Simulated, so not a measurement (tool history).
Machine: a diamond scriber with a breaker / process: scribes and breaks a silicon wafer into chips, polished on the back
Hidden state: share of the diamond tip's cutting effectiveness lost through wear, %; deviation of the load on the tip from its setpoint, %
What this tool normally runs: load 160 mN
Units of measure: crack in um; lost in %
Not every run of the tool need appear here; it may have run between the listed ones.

| run | hour | load | wafers since the last listed run | hours since the diamond tip was replaced | hours since the load on the tip was calibrated | incoming depth of the damage left on the back of the incoming wafer, um | crack | lost |
|---|---|---|---|---|---|---|---|---|
| 1 | 0 | 149 | 0 | 871.4 | 1959.6 | 0.03 | 10.96 | 5.39 |
| 2 | 7.8 | 160 | 16 | 879.2 | 1967.4 | 0.05 | 10.81 | 4.37 |
| 3 | 60.9 | 160 | 114 | 932.3 | 2020.5 | 0.05 | 10.95 | 4.52 |
| 4 | 70.9 | 160 | 21 | 942.3 | 2030.5 | 0.02 | 10.67 | 5.21 |
| 5 | 79.7 | 160 | 18 | 951.1 | 2039.3 | 0.02 | 10.89 | 5.3 |
| 6 | 88.7 | 160 | 19 | 960.1 | 2048.3 | 0.03 | 10.38 | 4.98 |
| 7 | 97.9 | 160 | 19 | 969.3 | 2057.5 | 0.03 | 10.6 | 4.74 |
| 8 | 108.7 | 160 | 23 | 980.1 | 2068.3 | 0.05 | 10.6 | 5.32 |
| 9 | 121.7 | 122 | 27 | 993.1 | 2081.3 | 0.04 | 9.53 | 12.57 |
| 10 | 135.7 | 122 | 30 | 1007.1 | 2095.3 | 0.02 | 9.3 | 11.37 |
| 11 | 150.1 | 122 | 30 | 1021.5 | 2109.7 | 0.05 | 9.28 | 13.18 |
|  | 159.1 | diamond tip replaced by a new one |
| 12 | 166.5 | 160 | 30 | 7.4 | 2126.1 | 0.03 | 12.74 | 1.28 |
| 13 | 172.5 | 160 | 12 | 13.4 | 2132.1 | 0.03 | 12.42 | 1.26 |
| 14 | 178.7 | 150 | 13 | 19.6 | 2138.3 | 0.01 | 11.92 | 1.65 |
|  | 192.2 | load on the tip recalibrated |
| 15 | 192.7 | 150 | 25 | 33.6 | 0.5 | 0.02 | 12.42 | 1.63 |
| 16 | 201 | 150 | 17 | 41.9 | 8.8 | 0.04 | 11.86 | 1.63 |
| 17 | 212.9 | 160 | 25 | 53.8 | 20.7 | 0.01 | 12.15 | 1.4 |
| 18 | 219.8 | 207 | 14 | 60.7 | 27.6 | 0.04 | 14.44 | 2.35 |
| 19 | 237.7 | 202 | 38 | 78.6 | 45.5 | 0.02 | 14.18 | 1.94 |
| 20 | 253.1 | 131 | 33 | 94 | 60.9 | 0.02 | 11.41 | 3.09 |
| 21 | 259.3 | 191 | 13 | 100.2 | 67.1 | 0.02 | 13.37 | 1.67 |
| 22 | 272.8 | 160 | 29 | 113.7 | 80.6 | 0.05 | 12.78 | 1.42 |
| 23 | 282.7 | 160 | 21 | 123.6 | 90.5 | 0.05 | 11.72 | 1.53 |
| 24 | 290.1 | 160 | 15 | 131 | 97.9 | 0.02 | 12.03 | 1.57 |
| 25 | 302.6 | 179 | 26 | 143.5 | 110.4 | 0.03 | 12.43 | 1.27 |

Run 26 has not been measured yet. What should we expect?
| 26 | 319.1 | 119 | 35 | 160 | 126.9 | 0.03 | ? | ? |

Run 26 yielded crack 10.78 um, lost 5.51 %.
If the tool had no hidden condition, the same run with the same run-to-run variation would have returned crack 11.31 um, lost 3.61 %.
